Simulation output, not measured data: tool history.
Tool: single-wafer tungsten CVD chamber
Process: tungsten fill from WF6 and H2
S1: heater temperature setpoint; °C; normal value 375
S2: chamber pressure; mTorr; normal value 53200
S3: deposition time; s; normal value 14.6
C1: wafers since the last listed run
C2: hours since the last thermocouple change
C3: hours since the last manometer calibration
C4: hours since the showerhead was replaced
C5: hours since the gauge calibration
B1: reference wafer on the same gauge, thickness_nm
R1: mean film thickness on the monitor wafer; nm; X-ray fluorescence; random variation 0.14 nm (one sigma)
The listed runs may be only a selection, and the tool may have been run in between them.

run 1 day=0.000 | S1=375 S2=53200 S3=14.6 | C1=0 C2=2415.3 C3=1639.0 C4=6766.7 C5=263.4 | B1=35.628 | R1=36.613
run 2 day=0.600 | S1=375 S2=53200 S3=14.6 | C1=342 C2=2429.7 C3=1653.4 C4=6781.1 C5=277.8 | B1=35.554 | R1=36.837
run 3 day=1.546 | S1=375 S2=53200 S3=14.6 | C1=539 C2=2452.4 C3=1676.1 C4=6803.8 C5=300.5 | B1=35.608 | R1=36.747
run 4 day=2.329 | S1=375 S2=53200 S3=14.6 | C1=446 C2=2471.2 C3=1694.9 C4=6822.6 C5=319.3 | B1=35.597 | R1=36.661
run 5 day=3.158 | S1=375 S2=53200 S3=14.6 | C1=472 C2=2491.1 C3=1714.8 C4=6842.5 C5=339.2 | B1=35.653 | R1=36.893
run 6 day=5.392 | S1=375 S2=53200 S3=14.6 | C1=1273 C2=2544.7 C3=1768.4 C4=6896.1 C5=392.8 | B1=35.580 | R1=37.015
run 7 day=6.225 | S1=375 S2=53200 S3=14.6 | C1=475 C2=2564.7 C3=1788.4 C4=6916.1 C5=412.8 | B1=35.641 | R1=36.879
run 8 day=7.546 | S1=375 S2=53200 S3=14.6 | C1=752 C2=2596.4 C3=1820.1 C4=6947.8 C5=444.5 | B1=35.611 | R1=37.168
run 9 day=8.100 | S1=375 S2=53200 S3=16.8 | C1=315 C2=2609.7 C3=1833.4 C4=6961.1 C5=457.8 | B1=35.591 | R1=42.887
run 10 day=8.892 | S1=375 S2=53200 S3=16.8 | C1=451 C2=2628.7 C3=1852.4 C4=6980.1 C5=476.8 | B1=35.535 | R1=43.030
-- day=10.517 thermocouple changed; heater temperature recalibrated
-- day=10.658 capacitance manometer re-zeroed and calibrated
-- day=11.729 gauge calibrated
run 11 day=13.108 | S1=375 S2=59000 S3=16.8 | C1=2132 C2=62.2 C3=58.8 C4=7081.3 C5=33.1 | B1=35.618 | R1=41.583
run 12 day=14.183 | S1=375 S2=59000 S3=16.8 | C1=612 C2=88.0 C3=84.6 C4=7107.1 C5=58.9 | B1=35.616 | R1=41.843
run 13 day=15.412 | S1=375 S2=53200 S3=16.6 | C1=700 C2=117.5 C3=114.1 C4=7136.6 C5=88.4 | B1=35.654 | R1=39.328
run 14 day=16.708 | S1=375 S2=49300 S3=15.2 | C1=738 C2=148.6 C3=145.2 C4=7167.7 C5=119.5 | B1=35.597 | R1=34.644
run 15 day=17.404 | S1=375 S2=53200 S3=12.3 | C1=396 C2=165.3 C3=161.9 C4=7184.4 C5=136.2 | B1=35.640 | R1=29.083
run 16 day=18.638 | S1=380 S2=41800 S3=14.6 | C1=703 C2=194.9 C3=191.5 C4=7214.0 C5=165.8 | B1=35.646 | R1=34.762
run 17 day=19.521 | S1=375 S2=53200 S3=14.6 | C1=503 C2=216.1 C3=212.7 C4=7235.2 C5=187.0 | B1=35.628 | R1=34.440
run 18 day=20.146 | S1=385 S2=42300 S3=11.9 | C1=356 C2=231.1 C3=227.7 C4=7250.2 C5=202.0 | B1=35.666 | R1=31.808
run 19 day=21.304 | S1=375 S2=53200 S3=14.6 | C1=660 C2=258.9 C3=255.5 C4=7278.0 C5=229.8 | B1=35.613 | R1=34.306
run 20 day=22.712 | S1=375 S2=59000 S3=16.8 | C1=802 C2=292.7 C3=289.3 C4=7311.8 C5=263.6 | B1=35.572 | R1=41.523
run 21 day=23.812 | S1=375 S2=53200 S3=12.5 | C1=627 C2=319.1 C3=315.7 C4=7338.2 C5=290.0 | B1=35.597 | R1=29.449
-- day=25.175 showerhead replaced
run 22 day=25.196 | S1=363 S2=53200 S3=14.6 | C1=598 C2=352.3 C3=348.9 C4=0.5 C5=323.2 | B1=35.578 | R1=25.464
run 23 day=25.575 | S1=375 S2=53200 S3=14.6 | C1=216 C2=361.4 C3=358.0 C4=9.6 C5=332.3 | B1=35.578 | R1=34.449
run 24 day=26.933 | S1=386 S2=40300 S3=13.8 | C1=774 C2=394.0 C3=390.6 C4=42.2 C5=364.9 | B1=35.655 | R1=36.719
run 25 day=27.729 | S1=375 S2=59400 S3=12.9 | C1=453 C2=413.1 C3=409.7 C4=61.3 C5=384.0 | B1=35.561 | R1=31.744
run 26 day=28.938 | S1=375 S2=53200 S3=13.6 | C1=688 C2=442.1 C3=438.7 C4=90.3 C5=413.0 | B1=35.645 | R1=31.977
run 27 day=29.554 | S1=369 S2=59200 S3=17.2 | C1=351 C2=456.9 C3=453.5 C4=105.1 C5=427.8 | B1=35.604 | R1=36.670
run 28 day=30.462 | S1=375 S2=53200 S3=14.6 | C1=517 C2=478.7 C3=475.3 C4=126.9 C5=449.6 | B1=35.578 | R1=34.261
-- day=33.254 gauge calibrated
run 29 day=34.808 | S1=383 S2=40300 S3=12.0 | C1=2477 C2=583.0 C3=579.6 C4=231.2 C5=37.3 | B1=35.550 | R1=29.992
run 30 day=35.767 | S1=366 S2=53200 S3=16.0 | C1=546 C2=606.0 C3=602.6 C4=254.2 C5=60.3 | B1=35.587 | R1=30.078
run 31 day=37.025 | S1=375 S2=53200 S3=14.6 | C1=717 C2=636.2 C3=632.8 C4=284.4 C5=90.5 | B1=35.539 | R1=34.015
run 32 day=38.362 | S1=375 S2=53200 S3=14.6 | C1=762 C2=668.3 C3=664.9 C4=316.5 C5=122.6 | B1=35.632 | R1=34.093
run 33 day=39.200 | S1=375 S2=48200 S3=14.6 | C1=477 C2=688.4 C3=685.0 C4=336.6 C5=142.7 | B1=35.625 | R1=32.590

Forecast each of these 5 alternatives for the next run:
run A day=39.217 | S1=375 S2=53200 S3=14.6 | C1=9 C2=688.8 C3=685.4 C4=337.0 C5=143.1 | B1=? | R1=?
run B day=39.217 | S1=369 S2=66300 S3=12.1 | C1=9 C2=688.8 C3=685.4 C4=337.0 C5=143.1 | B1=? | R1=?
run C day=39.217 | S1=370 S2=66000 S3=13.1 | C1=9 C2=688.8 C3=685.4 C4=337.0 C5=143.1 | B1=? | R1=?
run D day=39.217 | S1=363 S2=62900 S3=12.2 | C1=9 C2=688.8 C3=685.4 C4=337.0 C5=143.1 | B1=? | R1=?
run E day=39.217 | S1=368 S2=53200 S3=14.6 | C1=9 C2=688.8 C3=685.4 C4=337.0 C5=143.1 | B1=? | R1=?

run=A B1=35.587 R1=33.930
run=B B1=35.587 R1=26.778
run=C B1=35.587 R1=29.660
run=D B1=35.587 R1=22.759
run=E B1=35.587 R1=28.682
Without the tool's hidden state the same runs would have given:
run=A R1=34.340
run=B R1=27.080
run=C R1=29.995
run=D R1=23.027
run=E R1=29.023
